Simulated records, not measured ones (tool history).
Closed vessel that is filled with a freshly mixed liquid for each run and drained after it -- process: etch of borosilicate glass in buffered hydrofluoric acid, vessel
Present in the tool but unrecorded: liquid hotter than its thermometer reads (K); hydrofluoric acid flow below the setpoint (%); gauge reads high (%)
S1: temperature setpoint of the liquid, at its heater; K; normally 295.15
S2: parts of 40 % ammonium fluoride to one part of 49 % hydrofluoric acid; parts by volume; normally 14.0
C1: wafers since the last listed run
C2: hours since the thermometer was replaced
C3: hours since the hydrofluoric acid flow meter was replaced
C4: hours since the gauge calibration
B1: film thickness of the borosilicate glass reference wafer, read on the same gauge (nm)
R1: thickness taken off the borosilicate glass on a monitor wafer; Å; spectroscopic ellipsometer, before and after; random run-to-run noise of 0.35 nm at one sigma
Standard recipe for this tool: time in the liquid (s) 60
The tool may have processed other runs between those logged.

run 1 day=0.000 | S1=295.15 S2=14.0 time_in_the_liquid_(s)=60 | C1=0 C2=766.3 C3=550.3 C4=447.0 | B1=150.72 | R1=482.1
run 2 day=4.250 | S1=295.15 S2=10.0 time_in_the_liquid_(s)=60 | C1=12644 C2=868.3 C3=652.3 C4=549.0 | B1=151.23 | R1=666.7
run 3 day=6.075 | S1=295.15 S2=10.0 time_in_the_liquid_(s)=60 | C1=5429 C2=912.1 C3=696.1 C4=592.8 | B1=151.54 | R1=675.3
-- day=6.929 hydrofluoric acid flow meter replaced
run 4 day=10.429 | S1=295.15 S2=14.0 time_in_the_liquid_(s)=60 | C1=12830 C2=1016.6 C3=84.0 C4=697.3 | B1=152.13 | R1=487.8
run 5 day=14.362 | S1=295.15 S2=14.0 time_in_the_liquid_(s)=60 | C1=11702 C2=1111.0 C3=178.4 C4=791.7 | B1=152.85 | R1=479.9
run 6 day=16.371 | S1=295.15 S2=14.0 time_in_the_liquid_(s)=60 | C1=5975 C2=1159.2 C3=226.6 C4=839.9 | B1=153.21 | R1=496.7
run 7 day=22.317 | S1=295.15 S2=14.0 time_in_the_liquid_(s)=60 | C1=17689 C2=1301.9 C3=369.3 C4=982.6 | B1=154.46 | R1=498.4
run 8 day=24.854 | S1=299.15 S2=14.0 time_in_the_liquid_(s)=60 | C1=7549 C2=1362.8 C3=430.2 C4=1043.5 | B1=155.10 | R1=619.3
-- day=27.500 thermometer replaced
run 9 day=27.521 | S1=295.15 S2=14.0 time_in_the_liquid_(s)=85 | C1=7809 C2=0.5 C3=494.2 C4=1107.5 | B1=155.76 | R1=700.8
run 10 day=29.954 | S1=295.15 S2=14.0 time_in_the_liquid_(s)=60 | C1=7239 C2=58.9 C3=552.6 C4=1165.9 | B1=156.37 | R1=504.9
-- day=31.792 gauge calibrated
run 11 day=33.233 | S1=295.15 S2=18.0 time_in_the_liquid_(s)=60 | C1=9756 C2=137.6 C3=631.3 C4=34.6 | B1=150.14 | R1=368.8
-- day=34.408 hydrofluoric acid flow meter replaced
run 12 day=37.638 | S1=295.15 S2=14.0 time_in_the_liquid_(s)=95 | C1=12979 C2=243.3 C3=77.5 C4=140.3 | B1=150.20 | R1=753.3
run 13 day=41.312 | S1=300.15 S2=15.5 time_in_the_liquid_(s)=50 | C1=10933 C2=331.5 C3=165.7 C4=228.5 | B1=150.38 | R1=470.4
run 14 day=46.088 | S1=298.15 S2=14.0 time_in_the_liquid_(s)=60 | C1=14206 C2=446.1 C3=280.3 C4=343.1 | B1=150.67 | R1=561.1
run 15 day=47.812 | S1=295.15 S2=9.0 time_in_the_liquid_(s)=40 | C1=5132 C2=487.5 C3=321.7 C4=384.5 | B1=150.84 | R1=474.7
run 16 day=50.638 | S1=300.15 S2=10.5 time_in_the_liquid_(s)=85 | C1=8404 C2=555.3 C3=389.5 C4=452.3 | B1=151.13 | R1=1160.4

How the hidden state differs across the entries between the runs, from the last listed run before each to the first after it:
Run 3 -> run 4: hydrofluoric acid flow meter replaced (day 6.929)
  gauge reads high (%): 1 -> 1.44
  measured less the result without the state, R1: +6.6 -> +6.9 Å
Run 8 -> run 9: thermometer replaced (day 27.500)
  gauge reads high (%): 3.38 -> 3.83
  measured less the result without the state, R1: +20.2 -> +25.9 Å
Run 10 -> run 11: gauge calibrated (day 31.792)
  gauge reads high (%): 4.26 -> 0.0882
  measured less the result without the state, R1: +20.6 -> +0.3 Å
Run 11 -> run 12: hydrofluoric acid flow meter replaced (day 34.408)
  gauge reads high (%): 0.0882 -> 0.148
  measured less the result without the state, R1: +0.3 -> +1.1 Å
